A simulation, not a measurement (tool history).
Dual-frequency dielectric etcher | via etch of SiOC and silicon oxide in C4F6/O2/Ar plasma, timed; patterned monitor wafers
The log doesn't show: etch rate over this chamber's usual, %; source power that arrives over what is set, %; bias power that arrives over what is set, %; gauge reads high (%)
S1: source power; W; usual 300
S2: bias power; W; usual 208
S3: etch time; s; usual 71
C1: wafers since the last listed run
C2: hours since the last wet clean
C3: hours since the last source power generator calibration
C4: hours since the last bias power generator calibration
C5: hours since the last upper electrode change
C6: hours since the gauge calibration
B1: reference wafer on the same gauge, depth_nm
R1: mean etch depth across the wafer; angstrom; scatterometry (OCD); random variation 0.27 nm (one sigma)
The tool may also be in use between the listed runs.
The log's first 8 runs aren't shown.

| run | hour | S1 | S2 | S3 | C1 | C2 | C3 | C4 | C5 | C6 | B1 | R1 |
|---|---|---|---|---|---|---|---|---|---|---|---|---|
| 9 | 83.5 | 300 | 208 | 71 | 3 | 1.2 | 137.9 | 3547.1 | 112.6 | 2.7 | 74.1 | 753 |
| 10 | 87.5 | 300 | 208 | 51.5 | 48 | 5.2 | 141.9 | 3551.1 | 116.6 | 6.7 | 74 | 546 |
| 11 | 99 | 300 | 208 | 71 | 138 | 16.7 | 153.4 | 3562.6 | 128.1 | 18.2 | 74 | 753 |
| 12 | 107.7 | 300 | 172 | 62.5 | 104 | 25.4 | 162.1 | 3571.3 | 136.8 | 26.9 | 73.8 | 611 |
| 13 | 119 | 300 | 208 | 71 | 136 | 36.7 | 173.4 | 3582.6 | 148.1 | 38.2 | 74 | 751 |
| 14 | 127.6 | 240 | 224 | 60.5 | 103 | 45.3 | 182 | 3591.2 | 156.7 | 46.8 | 74 | 575 |
| 15 | 141.9 | 370 | 208 | 71 | 172 | 59.6 | 196.3 | 3605.5 | 171 | 61.1 | 73.8 | 846 |
| 16 | 154 | 220 | 258 | 60.5 | 145 | 71.7 | 208.4 | 3617.6 | 183.1 | 73.2 | 74 | 573 |
| 17 | 162.9 | 220 | 248 | 71 | 107 | 80.6 | 217.3 | 3626.5 | 192 | 82.1 | 74.1 | 658 |
| 18 | 171.6 | 300 | 222 | 62.5 | 104 | 89.3 | 226 | 3635.2 | 200.7 | 90.8 | 73.9 | 678 |
| 19 | 187 | 220 | 208 | 84 | 185 | 104.7 | 241.4 | 3650.6 | 216.1 | 106.2 | 74.1 | 723 |
|  | 212.4 | bias power generator calibrated |
| 20 | 228.9 | 250 | 225 | 63.5 | 456 | 146.6 | 283.3 | 16.5 | 258 | 148.1 | 74 | 617 |
| 21 | 241.6 | 380 | 208 | 51.5 | 153 | 159.3 | 296 | 29.2 | 270.7 | 160.8 | 74 | 618 |
| 22 | 249 | 380 | 225 | 55.5 | 89 | 166.7 | 303.4 | 36.6 | 278.1 | 168.2 | 74 | 684 |
| 23 | 270.3 | 300 | 208 | 71 | 256 | 188 | 324.7 | 57.9 | 299.4 | 189.5 | 73.9 | 745 |
| 24 | 294.6 | 230 | 208 | 53.5 | 292 | 212.3 | 349 | 82.2 | 323.7 | 213.8 | 73.9 | 471 |
| 25 | 309.1 | 300 | 228 | 71 | 174 | 226.8 | 363.5 | 96.7 | 338.2 | 228.3 | 74.1 | 777 |
| 26 | 325 | 320 | 246 | 86 | 191 | 242.7 | 379.4 | 112.6 | 354.1 | 244.2 | 74 | 999 |
| 27 | 339.2 | 300 | 208 | 71 | 171 | 256.9 | 393.6 | 126.8 | 368.3 | 258.4 | 74 | 740 |
| 28 | 351.6 | 300 | 229 | 81 | 149 | 269.3 | 406 | 139.2 | 380.7 | 270.8 | 74 | 882 |
| 29 | 389.5 | 300 | 208 | 71 | 456 | 307.2 | 443.9 | 177.1 | 418.6 | 308.7 | 74 | 740 |
| 30 | 395.6 | 300 | 208 | 71 | 73 | 313.3 | 450 | 183.2 | 424.7 | 314.8 | 74 | 739 |

Forecast each of these 4 alternatives for the next run:
| A | 396 | 300 | 230 | 71 | 4 | 313.7 | 450.4 | 183.6 | 425.1 | 315.2 | ? | ? |
| B | 396 | 300 | 169 | 71 | 4 | 313.7 | 450.4 | 183.6 | 425.1 | 315.2 | ? | ? |
| C | 396 | 300 | 251 | 54 | 4 | 313.7 | 450.4 | 183.6 | 425.1 | 315.2 | ? | ? |
| D | 396 | 240 | 157 | 58.5 | 4 | 313.7 | 450.4 | 183.6 | 425.1 | 315.2 | ? | ? |

| run | B1 | R1 |
|---|---|---|
| A | 74 | 770 |
| B | 74 | 679 |
| C | 74 | 607 |
| D | 74 | 470 |
Without the tool's hidden state the same runs would have given:
| run | R1 |
|---|---|
| A | 785 |
| B | 693 |
| C | 619 |
| D | 480 |

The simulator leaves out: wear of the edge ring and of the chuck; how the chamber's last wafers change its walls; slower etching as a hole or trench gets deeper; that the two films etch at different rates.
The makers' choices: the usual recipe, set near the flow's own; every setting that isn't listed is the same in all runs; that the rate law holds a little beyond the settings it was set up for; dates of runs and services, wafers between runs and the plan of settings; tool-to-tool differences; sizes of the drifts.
